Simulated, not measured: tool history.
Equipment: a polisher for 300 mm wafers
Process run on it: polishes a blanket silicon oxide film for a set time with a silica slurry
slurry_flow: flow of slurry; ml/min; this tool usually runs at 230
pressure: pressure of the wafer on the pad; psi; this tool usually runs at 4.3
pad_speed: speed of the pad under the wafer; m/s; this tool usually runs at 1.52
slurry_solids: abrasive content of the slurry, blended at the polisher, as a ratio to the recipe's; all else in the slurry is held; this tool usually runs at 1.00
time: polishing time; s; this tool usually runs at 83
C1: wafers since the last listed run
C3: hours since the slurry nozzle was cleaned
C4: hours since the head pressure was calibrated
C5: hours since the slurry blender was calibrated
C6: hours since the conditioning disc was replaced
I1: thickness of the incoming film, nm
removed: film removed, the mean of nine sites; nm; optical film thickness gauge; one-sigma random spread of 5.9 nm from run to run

run 1 hour=0.0 | slurry_flow=230 pressure=4.3 pad_speed=1.52 slurry_solids=1.00 time=83 | C1=0 wafers_polished_on_this_pad=952 C3=210.6 C4=307.7 C5=245.4 C6=131.7 | I1=1576.3 | removed=406.1
run 2 hour=17.3 | slurry_flow=160 pressure=3.1 pad_speed=1.52 slurry_solids=0.75 time=63 | C1=119 wafers_polished_on_this_pad=1071 C3=227.9 C4=325.0 C5=262.7 C6=149.0 | I1=1582.4 | removed=191.9
run 3 hour=62.1 | slurry_flow=160 pressure=4.3 pad_speed=1.52 slurry_solids=1.00 time=83 | C1=309 wafers_polished_on_this_pad=1381 C3=272.7 C4=369.8 C5=307.5 C6=193.8 | I1=1624.8 | removed=378.0
-- hour=78.0 head pressure recalibrated
run 4 hour=96.6 | slurry_flow=230 pressure=3.6 pad_speed=1.52 slurry_solids=1.00 time=105 | C1=224 wafers_polished_on_this_pad=1606 C3=307.2 C4=18.6 C5=342.0 C6=228.3 | I1=1582.1 | removed=398.7
-- hour=113.9 slurry nozzle cleaned
run 5 hour=118.8 | slurry_flow=230 pressure=4.3 pad_speed=1.52 slurry_solids=1.00 time=83 | C1=146 wafers_polished_on_this_pad=1752 C3=4.9 C4=40.8 C5=364.2 C6=250.5 | I1=1619.6 | removed=353.1
-- hour=126.3 conditioning disc replaced and pad reconditioned
-- hour=135.8 worn pad replaced by a new one
-- hour=136.8 slurry blender recalibrated
run 6 hour=152.2 | slurry_flow=230 pressure=4.3 pad_speed=1.28 slurry_solids=1.20 time=83 | C1=182 wafers_polished_on_this_pad=106 C3=38.3 C4=74.2 C5=15.4 C6=25.9 | I1=1587.4 | removed=382.6
run 7 hour=185.4 | slurry_flow=230 pressure=4.3 pad_speed=1.52 slurry_solids=1.00 time=83 | C1=229 wafers_polished_on_this_pad=336 C3=71.5 C4=107.4 C5=48.6 C6=59.1 | I1=1618.0 | removed=409.6
run 8 hour=215.5 | slurry_flow=230 pressure=4.3 pad_speed=1.52 slurry_solids=1.00 time=105 | C1=208 wafers_polished_on_this_pad=544 C3=101.6 C4=137.5 C5=78.7 C6=89.2 | I1=1614.8 | removed=515.9
run 9 hour=235.1 | slurry_flow=230 pressure=3.1 pad_speed=1.76 slurry_solids=1.00 time=100 | C1=135 wafers_polished_on_this_pad=680 C3=121.2 C4=157.1 C5=98.3 C6=108.8 | I1=1586.9 | removed=399.3
run 10 hour=252.1 | slurry_flow=230 pressure=4.3 pad_speed=1.52 slurry_solids=0.90 time=83 | C1=117 wafers_polished_on_this_pad=797 C3=138.2 C4=174.1 C5=115.3 C6=125.8 | I1=1598.0 | removed=391.4
run 11 hour=340.8 | slurry_flow=280 pressure=5.7 pad_speed=1.52 slurry_solids=0.85 time=55 | C1=613 wafers_polished_on_this_pad=1410 C3=226.9 C4=262.8 C5=204.0 C6=214.5 | I1=1603.1 | removed=324.7
run 12 hour=369.7 | slurry_flow=230 pressure=4.3 pad_speed=1.52 slurry_solids=1.00 time=111 | C1=199 wafers_polished_on_this_pad=1610 C3=255.8 C4=291.7 C5=232.9 C6=243.4 | I1=1568.7 | removed=532.9
-- hour=372.8 slurry nozzle cleaned
run 13 hour=392.7 | slurry_flow=230 pressure=3.0 pad_speed=1.98 slurry_solids=0.75 time=96 | C1=152 wafers_polished_on_this_pad=1762 C3=19.9 C4=314.7 C5=255.9 C6=266.4 | I1=1592.3 | removed=341.8
run 14 hour=415.0 | slurry_flow=230 pressure=4.3 pad_speed=1.52 slurry_solids=1.00 time=83 | C1=154 wafers_polished_on_this_pad=1917 C3=42.2 C4=337.0 C5=278.2 C6=288.7 | I1=1618.7 | removed=374.9
-- hour=421.4 worn pad replaced by a new one
run 15 hour=442.2 | slurry_flow=195 pressure=2.8 pad_speed=1.52 slurry_solids=1.15 time=71 | C1=160 wafers_polished_on_this_pad=144 C3=69.4 C4=364.2 C5=305.4 C6=315.9 | I1=1602.2 | removed=263.9
-- hour=456.3 head pressure recalibrated
-- hour=457.5 conditioning disc replaced and pad reconditioned
-- hour=472.8 slurry blender recalibrated
run 16 hour=473.3 | slurry_flow=230 pressure=4.3 pad_speed=1.52 slurry_solids=1.00 time=83 | C1=179 wafers_polished_on_this_pad=323 C3=100.5 C4=17.0 C5=0.5 C6=15.8 | I1=1597.0 | removed=408.6
run 17 hour=569.3 | slurry_flow=230 pressure=4.3 pad_speed=1.52 slurry_solids=1.00 time=91 | C1=663 wafers_polished_on_this_pad=987 C3=196.5 C4=113.0 C5=96.5 C6=111.8 | I1=1593.1 | removed=424.5
run 18 hour=582.0 | slurry_flow=230 pressure=4.3 pad_speed=1.32 slurry_solids=1.15 time=71 | C1=87 wafers_polished_on_this_pad=1075 C3=209.2 C4=125.7 C5=109.2 C6=124.5 | I1=1591.5 | removed=313.9
run 19 hour=606.5 | slurry_flow=230 pressure=4.3 pad_speed=1.52 slurry_solids=1.00 time=83 | C1=169 wafers_polished_on_this_pad=1244 C3=233.7 C4=150.2 C5=133.7 C6=149.0 | I1=1607.4 | removed=388.6
run 20 hour=636.3 | slurry_flow=230 pressure=4.3 pad_speed=1.20 slurry_solids=1.00 time=69 | C1=206 wafers_polished_on_this_pad=1450 C3=263.5 C4=180.0 C5=163.5 C6=178.8 | I1=1625.2 | removed=264.8
-- hour=641.2 slurry nozzle cleaned
run 21 hour=660.6 | slurry_flow=210 pressure=4.3 pad_speed=1.34 slurry_solids=1.00 time=83 | C1=161 wafers_polished_on_this_pad=1611 C3=19.4 C4=204.3 C5=187.8 C6=203.1 | I1=1616.1 | removed=339.8
run 22 hour=687.4 | slurry_flow=230 pressure=5.4 pad_speed=1.76 slurry_solids=1.30 time=61 | C1=185 wafers_polished_on_this_pad=1797 C3=46.2 C4=231.1 C5=214.6 C6=229.9 | I1=1620.2 | removed=414.3
run 23 hour=712.3 | slurry_flow=160 pressure=5.7 pad_speed=1.52 slurry_solids=0.90 time=93 | C1=172 wafers_polished_on_this_pad=1969 C3=71.1 C4=256.0 C5=239.5 C6=254.8 | I1=1627.6 | removed=510.2
-- hour=719.9 worn pad replaced by a new one
run 24 hour=748.1 | slurry_flow=230 pressure=4.3 pad_speed=1.52 slurry_solids=0.85 time=83 | C1=219 wafers_polished_on_this_pad=194 C3=106.9 C4=291.8 C5=275.3 C6=290.6 | I1=1619.5 | removed=402.8

Consider 5 possible next runs. They are alternatives, not a sequence: every one starts from the tool as it was left by run 24. What does each give?
run A hour=748.6 | slurry_flow=230 pressure=4.3 pad_speed=1.76 slurry_solids=1.00 time=83 | C1=3 wafers_polished_on_this_pad=198 C3=107.4 C4=292.3 C5=275.8 C6=291.1 | I1=1610.1 | removed=?
run B hour=748.6 | slurry_flow=230 pressure=4.3 pad_speed=1.98 slurry_solids=1.00 time=83 | C1=3 wafers_polished_on_this_pad=198 C3=107.4 C4=292.3 C5=275.8 C6=291.1 | I1=1610.1 | removed=?
run C hour=748.6 | slurry_flow=280 pressure=5.4 pad_speed=1.16 slurry_solids=1.10 time=83 | C1=3 wafers_polished_on_this_pad=198 C3=107.4 C4=292.3 C5=275.8 C6=291.1 | I1=1610.1 | removed=?
run D hour=748.6 | slurry_flow=230 pressure=4.3 pad_speed=1.52 slurry_solids=1.10 time=104 | C1=3 wafers_polished_on_this_pad=198 C3=107.4 C4=292.3 C5=275.8 C6=291.1 | I1=1610.1 | removed=?
run E hour=748.6 | slurry_flow=230 pressure=4.3 pad_speed=1.52 slurry_solids=1.00 time=65 | C1=3 wafers_polished_on_this_pad=198 C3=107.4 C4=292.3 C5=275.8 C6=291.1 | I1=1610.1 | removed=?

run=A removed=493.7
run=B removed=542.5
run=C removed=461.5
run=D removed=569.3
run=E removed=343.8
What these runs would have given with no unlogged condition in the tool:
run=A removed=476.4
run=B removed=523.5
run=C removed=445.3
run=D removed=549.3
run=E removed=331.8
